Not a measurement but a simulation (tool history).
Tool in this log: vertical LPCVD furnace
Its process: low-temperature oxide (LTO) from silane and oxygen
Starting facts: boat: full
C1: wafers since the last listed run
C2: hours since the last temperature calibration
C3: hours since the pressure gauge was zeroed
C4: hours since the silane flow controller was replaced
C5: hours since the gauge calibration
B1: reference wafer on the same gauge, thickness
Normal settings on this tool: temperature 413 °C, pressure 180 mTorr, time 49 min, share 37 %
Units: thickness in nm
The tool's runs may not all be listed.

run 1 hour=0 | temperature=403 pressure=180 time=49 share=37 | C1=0 C2=723.7 C3=2172.9 C4=1164.5 C5=254.1 | B1=363.87 | thickness=330.21
run 2 hour=98.2 | temperature=413 pressure=180 time=49 share=37 | C1=1712 C2=821.9 C3=2271.1 C4=1262.7 C5=352.3 | B1=364.04 | thickness=367.26
run 3 hour=204.7 | temperature=413 pressure=180 time=49 share=37 | C1=1856 C2=928.4 C3=2377.6 C4=1369.2 C5=458.8 | B1=363.97 | thickness=369.64
run 4 hour=291.1 | temperature=413 pressure=150 time=43 share=37 | C1=1506 C2=1014.8 C3=2464 C4=1455.6 C5=545.2 | B1=364.34 | thickness=269.1
run 5 hour=392.3 | temperature=413 pressure=150 time=43 share=37 | C1=1764 C2=1116 C3=2565.2 C4=1556.8 C5=646.4 | B1=363.39 | thickness=272.5
run 6 hour=436 | temperature=413 pressure=150 time=43 share=37 | C1=761 C2=1159.7 C3=2608.9 C4=1600.5 C5=690.1 | B1=364.16 | thickness=271.86
run 7 hour=524.1 | temperature=413 pressure=180 time=49 share=37 | C1=1535 C2=1247.8 C3=2697 C4=1688.6 C5=778.2 | B1=364.54 | thickness=370.6
run 8 hour=584.7 | temperature=413 pressure=180 time=49 share=37 | C1=1056 C2=1308.4 C3=2757.6 C4=1749.2 C5=838.8 | B1=363.75 | thickness=373.08
-- hour=651.2 thermocouples replaced and temperature profile calibrated
run 9 hour=651.7 | temperature=413 pressure=180 time=49 share=37 | C1=749 C2=0.5 C3=2824.6 C4=1816.2 C5=905.8 | B1=364.12 | thickness=372.97
run 10 hour=676.6 | temperature=413 pressure=180 time=49 share=37 | C1=434 C2=25.4 C3=2849.5 C4=1841.1 C5=930.7 | B1=363.97 | thickness=373.47
run 11 hour=730.1 | temperature=422 pressure=180 time=39.5 share=37 | C1=932 C2=78.9 C3=2903 C4=1894.6 C5=984.2 | B1=363.86 | thickness=334.02
run 12 hour=796.4 | temperature=422 pressure=180 time=39.5 share=37 | C1=1155 C2=145.2 C3=2969.3 C4=1960.9 C5=1050.5 | B1=363.58 | thickness=333.5
-- hour=835.2 gauge calibrated
run 13 hour=851.3 | temperature=413 pressure=195 time=49 share=37 | C1=957 C2=200.1 C3=3024.2 C4=2015.8 C5=16.1 | B1=364.06 | thickness=407.25
run 14 hour=952.9 | temperature=422 pressure=180 time=39.5 share=37 | C1=1771 C2=301.7 C3=3125.8 C4=2117.4 C5=117.7 | B1=364.01 | thickness=333.44
run 15 hour=1041.1 | temperature=413 pressure=180 time=49 share=37 | C1=1537 C2=389.9 C3=3214 C4=2205.6 C5=205.9 | B1=363.76 | thickness=377.88
run 16 hour=1131.7 | temperature=413 pressure=180 time=49 share=37 | C1=1579 C2=480.5 C3=3304.6 C4=2296.2 C5=296.5 | B1=364.17 | thickness=379.41
run 17 hour=1215.9 | temperature=413 pressure=205 time=49 share=41 | C1=1467 C2=564.7 C3=3388.8 C4=2380.4 C5=380.7 | B1=363.67 | thickness=486.42
run 18 hour=1254.3 | temperature=416 pressure=160 time=56.5 share=33 | C1=669 C2=603.1 C3=3427.2 C4=2418.8 C5=419.1 | B1=363.64 | thickness=350.68
-- hour=1282 pressure gauge zeroed
-- hour=1331.9 silane flow controller replaced
run 19 hour=1332.4 | temperature=405 pressure=180 time=49 share=37 | C1=524 C2=681.2 C3=50.4 C4=0.5 C5=497.2 | B1=364.22 | thickness=332.21
run 20 hour=1373.8 | temperature=413 pressure=180 time=42.5 share=42 | C1=721 C2=722.6 C3=91.8 C4=41.9 C5=538.6 | B1=363.92 | thickness=364.82
run 21 hour=1451.2 | temperature=413 pressure=165 time=35.5 share=37 | C1=1349 C2=800 C3=169.2 C4=119.3 C5=616 | B1=363.7 | thickness=240.08
run 22 hour=1530.5 | temperature=413 pressure=225 time=64.5 share=37 | C1=1382 C2=879.3 C3=248.5 C4=198.6 C5=695.3 | B1=363.58 | thickness=593.08
run 23 hour=1571.7 | temperature=413 pressure=160 time=44 share=37 | C1=718 C2=920.5 C3=289.7 C4=239.8 C5=736.5 | B1=363.95 | thickness=288.99
run 24 hour=1626.3 | temperature=413 pressure=180 time=49 share=37 | C1=951 C2=975.1 C3=344.3 C4=294.4 C5=791.1 | B1=363.59 | thickness=361.78
run 25 hour=1723.8 | temperature=413 pressure=180 time=49 share=40 | C1=1699 C2=1072.6 C3=441.8 C4=391.9 C5=888.6 | B1=363.54 | thickness=399.48
run 26 hour=1827.3 | temperature=403 pressure=195 time=49 share=37 | C1=1804 C2=1176.1 C3=545.3 C4=495.4 C5=992.1 | B1=363.9 | thickness=354.18
run 27 hour=1900 | temperature=413 pressure=180 time=31 share=40 | C1=1267 C2=1248.8 C3=618 C4=568.1 C5=1064.8 | B1=363.81 | thickness=253.2

Had the tool no unlogged condition, and each run kept its random variation, what would the results have been?
What the log doesn't record here: true tube temperature minus thermocouple reading, K; true pressure minus gauge reading, mTorr; deviation of the silane flow from its setpoint, %; gauge reads high (%).
run=1 thickness=326.41
run=2 thickness=362.35
run=3 thickness=363.77
run=4 thickness=264.24
run=5 thickness=266.85
run=6 thickness=265.89
run=7 thickness=361.54
run=8 thickness=363.29
run=9 thickness=362.42
run=10 thickness=362.62
run=11 thickness=323.98
run=12 thickness=322.77
run=13 thickness=393.11
run=14 thickness=321
run=15 thickness=362.28
run=16 thickness=362.49
run=17 thickness=466.93
run=18 thickness=330.78
run=19 thickness=332.06
run=20 thickness=364.68
run=21 thickness=239.94
run=22 thickness=592.6
run=23 thickness=288.71
run=24 thickness=361.32
run=25 thickness=398.82
run=26 thickness=353.19
run=27 thickness=252.43

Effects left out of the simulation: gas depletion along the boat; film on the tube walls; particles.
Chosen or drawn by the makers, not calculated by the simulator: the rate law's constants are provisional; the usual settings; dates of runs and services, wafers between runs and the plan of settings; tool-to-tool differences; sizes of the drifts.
